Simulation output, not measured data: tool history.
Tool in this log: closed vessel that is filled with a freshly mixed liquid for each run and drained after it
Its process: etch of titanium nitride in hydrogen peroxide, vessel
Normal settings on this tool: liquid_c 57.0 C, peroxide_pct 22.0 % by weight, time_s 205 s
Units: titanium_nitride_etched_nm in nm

run	day	liquid_c	peroxide_pct	time_s	read-back film thickness of the titanium nitride reference wafer, read on the same gauge (nm)	titanium_nitride_etched_nm
1	0.000	57.0	22.0	205	97.19	8.96
2	1.638	57.0	22.0	205	97.08	8.66
3	7.162	57.0	22.0	205	96.93	8.79
4	8.392	57.0	26.5	205	96.80	8.96
5	9.538	57.0	22.0	205	96.78	8.79
6	11.192	57.0	22.0	205	96.76	8.71
7	12.417	57.0	22.0	205	96.67	8.74
8	13.846	57.0	22.0	205	96.66	8.71
9	14.850	57.0	22.0	205	96.60	8.73
# day 19.925: new drum of peroxide connected
10	23.283	54.0	22.0	295	96.24	10.31
# day 28.633: gauge calibrated
11	29.204	61.0	22.0	150	99.88	8.62
12	31.383	65.0	22.0	205	99.72	15.60
13	33.917	57.0	22.0	250	99.64	10.97
14	36.288	57.0	22.0	205	99.53	9.06
# day 37.279: peroxide flow meter replaced
15	38.442	50.5	18.0	80	99.44	2.12
16	40.104	65.0	25.0	280	99.39	21.70
17	41.625	66.0	22.0	205	99.38	16.53
18	43.767	57.0	22.0	105	99.21	4.70
19	45.975	57.0	22.0	205	99.15	9.02
# day 47.825: thermometer replaced
20	48.325	57.0	22.0	205	99.05	9.08
21	50.667	53.5	25.0	135	98.97	4.72
22	52.067	48.0	22.0	255	98.93	5.87
23	54.200	57.0	22.0	315	98.81	13.89
24	56.067	53.0	19.0	245	98.78	7.99
25	58.608	51.0	22.0	125	98.66	3.60
26	61.558	57.0	22.0	205	98.54	8.87
27	64.254	52.5	25.0	205	98.41	6.77
28	66.421	57.0	22.0	170	98.39	7.31

5 ways to go on from here, each from the tool as it stands after run 28. What would each give?
A	66.450	57.0	22.0	205	?	?
B	66.450	57.0	28.0	205	?	?
C	66.450	52.5	15.5	205	?	?
D	66.450	57.0	20.0	205	?	?
E	66.450	66.0	18.0	120	?	?

run	read-back film thickness of the titanium nitride reference wafer, read on the same gauge (nm)	titanium_nitride_etched_nm
A	98.36	8.96
B	98.36	9.44
C	98.36	6.06
D	98.36	8.77
E	98.36	9.21
Had the tool no hidden state, the same runs would have come out as:
run	titanium_nitride_etched_nm
A	9.11
B	9.60
C	6.16
D	8.92
E	9.36

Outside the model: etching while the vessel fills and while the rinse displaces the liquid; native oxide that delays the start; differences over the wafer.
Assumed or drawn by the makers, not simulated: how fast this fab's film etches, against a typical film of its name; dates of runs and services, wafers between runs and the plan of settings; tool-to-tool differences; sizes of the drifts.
